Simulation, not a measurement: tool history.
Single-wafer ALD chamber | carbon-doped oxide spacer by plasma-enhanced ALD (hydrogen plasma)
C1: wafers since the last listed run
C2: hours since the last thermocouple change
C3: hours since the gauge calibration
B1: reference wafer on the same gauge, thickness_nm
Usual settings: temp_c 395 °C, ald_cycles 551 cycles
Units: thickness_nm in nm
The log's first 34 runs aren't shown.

{"run": 35, "hour": 1497.9, "temp_c": 406, "ald_cycles": 488, "C1": 20, "C2": 1409.1, "C3": 127.3, "B1": 31.512, "thickness_nm": 24.171}
{"run": 36, "hour": 1550.2, "temp_c": 395, "ald_cycles": 551, "C1": 22, "C2": 1461.4, "C3": 179.6, "B1": 31.513, "thickness_nm": 27.72}
{"hour": 1598.2, "done": "thermocouple changed; heater temperature recalibrated"}
{"run": 37, "hour": 1612.4, "temp_c": 395, "ald_cycles": 645, "C1": 23, "C2": 14.2, "C3": 241.8, "B1": 31.494, "thickness_nm": 32.364}
{"run": 38, "hour": 1650.3, "temp_c": 395, "ald_cycles": 551, "C1": 16, "C2": 52.1, "C3": 279.7, "B1": 31.501, "thickness_nm": 27.88}
{"run": 39, "hour": 1685.5, "temp_c": 395, "ald_cycles": 551, "C1": 15, "C2": 87.3, "C3": 314.9, "B1": 31.482, "thickness_nm": 27.743}
{"run": 40, "hour": 1736.7, "temp_c": 404, "ald_cycles": 507, "C1": 22, "C2": 138.5, "C3": 366.1, "B1": 31.494, "thickness_nm": 25.206}
{"run": 41, "hour": 1789.1, "temp_c": 395, "ald_cycles": 633, "C1": 22, "C2": 190.9, "C3": 418.5, "B1": 31.49, "thickness_nm": 32.015}
{"run": 42, "hour": 1846.6, "temp_c": 400, "ald_cycles": 464, "C1": 24, "C2": 248.4, "C3": 476.0, "B1": 31.499, "thickness_nm": 23.472}
{"run": 43, "hour": 1895.7, "temp_c": 389, "ald_cycles": 486, "C1": 21, "C2": 297.5, "C3": 525.1, "B1": 31.512, "thickness_nm": 24.507}
{"run": 44, "hour": 1922.7, "temp_c": 400, "ald_cycles": 645, "C1": 11, "C2": 324.5, "C3": 552.1, "B1": 31.514, "thickness_nm": 32.563}
{"run": 45, "hour": 1948.2, "temp_c": 409, "ald_cycles": 551, "C1": 11, "C2": 350.0, "C3": 577.6, "B1": 31.5, "thickness_nm": 26.933}
{"run": 46, "hour": 2018.4, "temp_c": 403, "ald_cycles": 654, "C1": 30, "C2": 420.2, "C3": 647.8, "B1": 31.489, "thickness_nm": 32.863}
{"run": 47, "hour": 2085.9, "temp_c": 390, "ald_cycles": 648, "C1": 29, "C2": 487.7, "C3": 715.3, "B1": 31.485, "thickness_nm": 32.532}

3 ways to go on from here, each from the tool as it stands after run 47. What would each give?
{"run": "A", "hour": 2087.1, "temp_c": 395, "ald_cycles": 551, "C1": 0, "C2": 488.9, "C3": 716.5, "B1": "?", "thickness_nm": "?"}
{"run": "B", "hour": 2087.1, "temp_c": 401, "ald_cycles": 452, "C1": 0, "C2": 488.9, "C3": 716.5, "B1": "?", "thickness_nm": "?"}
{"run": "C", "hour": 2087.1, "temp_c": 402, "ald_cycles": 629, "C1": 0, "C2": 488.9, "C3": 716.5, "B1": "?", "thickness_nm": "?"}

run=A B1=31.491 thickness_nm=27.842
run=B B1=31.491 thickness_nm=22.764
run=C B1=31.491 thickness_nm=31.581
Without the tool's hidden state the same runs would have given:
run=A thickness_nm=27.842
run=B thickness_nm=22.764
run=C thickness_nm=31.581

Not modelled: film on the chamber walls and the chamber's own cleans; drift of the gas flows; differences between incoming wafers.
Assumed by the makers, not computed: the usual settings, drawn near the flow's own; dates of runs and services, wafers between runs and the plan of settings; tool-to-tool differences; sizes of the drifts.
